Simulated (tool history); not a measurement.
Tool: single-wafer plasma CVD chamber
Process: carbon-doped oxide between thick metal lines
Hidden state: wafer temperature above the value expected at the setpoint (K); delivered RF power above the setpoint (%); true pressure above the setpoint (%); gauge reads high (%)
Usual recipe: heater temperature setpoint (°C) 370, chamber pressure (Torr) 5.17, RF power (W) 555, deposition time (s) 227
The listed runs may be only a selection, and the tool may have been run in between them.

run   hour  heater temperature setpoint (°C)  chamber pressure (Torr)  RF power (W)  deposition time (s)  wafers since the last listed run  hours since the last thermocouple change  hours since the last RF generator calibration  hours since the last manometer calibration  hours since the showerhead was replaced  hours since the gauge calibration  read-back reference wafer on the same gauge, thickness_nm  mean film thickness on the monitor wafer (nm)
  1    0.0                               370                     5.17           505                  227                                 0                                    2579.7                                         1036.2                                      1150.5                                   2449.2                               89.9                                                   1349.353                                       1061.550
  2   11.0                               370                     5.17           505                  227                                84                                    2590.7                                         1047.2                                      1161.5                                   2460.2                              100.9                                                   1348.590                                       1059.264
  3   17.9                               370                     5.17           505                  227                                53                                    2597.6                                         1054.1                                      1168.4                                   2467.1                              107.8                                                   1350.294                                       1063.894
  4   35.2                               367                     5.17           555                  227                               133                                    2614.9                                         1071.4                                      1185.7                                   2484.4                              125.1                                                   1350.745                                       1118.309
  5   51.6                               367                     5.17           555                  227                               126                                    2631.3                                         1087.8                                      1202.1                                   2500.8                              141.5                                                   1349.492                                       1119.981
  6   68.7                               370                     5.17           555                  227                               132                                    2648.4                                         1104.9                                      1219.2                                   2517.9                              158.6                                                   1349.379                                       1108.121
  7   84.4                               370                     5.17           555                  227                               121                                    2664.1                                         1120.6                                      1234.9                                   2533.6                              174.3                                                   1349.880                                       1106.352
     101.8  -- thermocouple changed; heater temperature recalibrated
  8  102.3                               363                     5.17           555                  227                                76                                       0.5                                         1138.5                                      1252.8                                   2551.5                              192.2                                                   1349.241                                       1129.818
  9  113.8                               363                     5.17           555                  227                                88                                      12.0                                         1150.0                                      1264.3                                   2563.0                              203.7                                                   1349.751                                       1122.726
     127.4  -- capacitance manometer re-zeroed and calibrated
 10  127.9                               370                     5.17           555                  249                                47                                      26.1                                         1164.1                                         0.5                                   2577.1                              217.8                                                   1351.170                                       1218.207
 11  132.1                               370                     5.17           555                  249                                32                                      30.3                                         1168.3                                         4.7                                   2581.3                              222.0                                                   1349.418                                       1214.810
 12  147.1                               370                     5.17           555                  227                               115                                      45.3                                         1183.3                                        19.7                                   2596.3                              237.0                                                   1350.000                                       1112.530
 13  155.9                               370                     5.17           555                  227                                67                                      54.1                                         1192.1                                        28.5                                   2605.1                              245.8                                                   1350.660                                       1108.881
 14  166.8                               370                     5.62           555                  227                                84                                      65.0                                         1203.0                                        39.4                                   2616.0                              256.7                                                   1350.562                                       1125.936
 15  183.5                               370                     5.17           555                  264                               128                                      81.7                                         1219.7                                        56.1                                   2632.7                              273.4                                                   1350.359                                       1287.901
     204.8  -- showerhead replaced, of another model than before
 16  207.5                               370                     5.17           555                  227                               123                                     105.7                                         1243.7                                        80.1                                      2.7                              297.4                                                   1349.252                                       1078.937
     221.0  -- RF generator calibrated
     221.2  -- gauge calibrated
 17  221.5                               370                     5.17           555                  227                                46                                     119.7                                            0.5                                        94.1                                     16.7                                0.3                                                   1349.769                                       1152.291
 18  230.9                               379                     5.17           615                  262                                72                                     129.1                                            9.9                                       103.5                                     26.1                                9.7                                                   1349.679                                       1402.818
 19  242.9                               374                     6.24           450                  265                                92                                     141.1                                           21.9                                       115.5                                     38.1                               21.7                                                   1349.730                                       1144.504
 20  255.6                               357                     6.02           555                  227                                98                                     153.8                                           34.6                                       128.2                                     50.8                               34.4                                                   1350.066                                       1215.298
 21  267.7                               370                     5.17           555                  227                                93                                     165.9                                           46.7                                       140.3                                     62.9                               46.5                                                   1349.933                                       1146.054
 22  274.3                               370                     5.17           555                  227                                50                                     172.5                                           53.3                                       146.9                                     69.5                               53.1                                                   1350.231                                       1144.432
 23  290.1                               364                     5.66           615                  227                               122                                     188.3                                           69.1                                       162.7                                     85.3                               68.9                                                   1350.594                                       1270.136
 24  298.5                               364                     4.50           650                  258                                64                                     196.7                                           77.5                                       171.1                                     93.7                               77.3                                                   1350.150                                       1447.659
 25  311.0                               357                     5.17           485                  227                                96                                     209.2                                           90.0                                       183.6                                    106.2                               89.8                                                   1349.828                                       1058.758
 26  321.9                               370                     6.16           555                  227                                84                                     220.1                                          100.9                                       194.5                                    117.1                              100.7                                                   1349.872                                       1162.513
 27  336.6                               370                     5.17           555                  227                               113                                     234.8                                          115.6                                       209.2                                    131.8                              115.4                                                   1350.304                                       1136.600
 28  343.1                               380                     5.88           665                  206                                50                                     241.3                                          122.1                                       215.7                                    138.3                              121.9                                                   1349.108                                       1170.750

Alternative continuations, all from the tool just after run 28; predict every row:
  A  343.6                               356                     5.17           555                  227                                 3                                     241.8                                          122.6                                       216.2                                    138.8                              122.4                                                          ?                                              ?
  B  343.6                               370                     6.03           640                  227                                 3                                     241.8                                          122.6                                       216.2                                    138.8                              122.4                                                          ?                                              ?
  C  343.6                               370                     5.71           555                  227                                 3                                     241.8                                          122.6                                       216.2                                    138.8                              122.4                                                          ?                                              ?
  D  343.6                               359                     5.17           500                  227                                 3                                     241.8                                          122.6                                       216.2                                    138.8                              122.4                                                          ?                                              ?

run  read-back reference wafer on the same gauge, thickness_nm  mean film thickness on the monitor wafer (nm)
  A                                                   1349.643                                       1178.472
  B                                                   1349.643                                       1289.944
  C                                                   1349.643                                       1153.641
  D                                                   1349.643                                       1076.737
With no hidden state in the tool, these same runs would have given:
run  mean film thickness on the monitor wafer (nm)
  A                                       1202.828
  B                                       1315.620
  C                                       1177.484
  D                                       1099.677

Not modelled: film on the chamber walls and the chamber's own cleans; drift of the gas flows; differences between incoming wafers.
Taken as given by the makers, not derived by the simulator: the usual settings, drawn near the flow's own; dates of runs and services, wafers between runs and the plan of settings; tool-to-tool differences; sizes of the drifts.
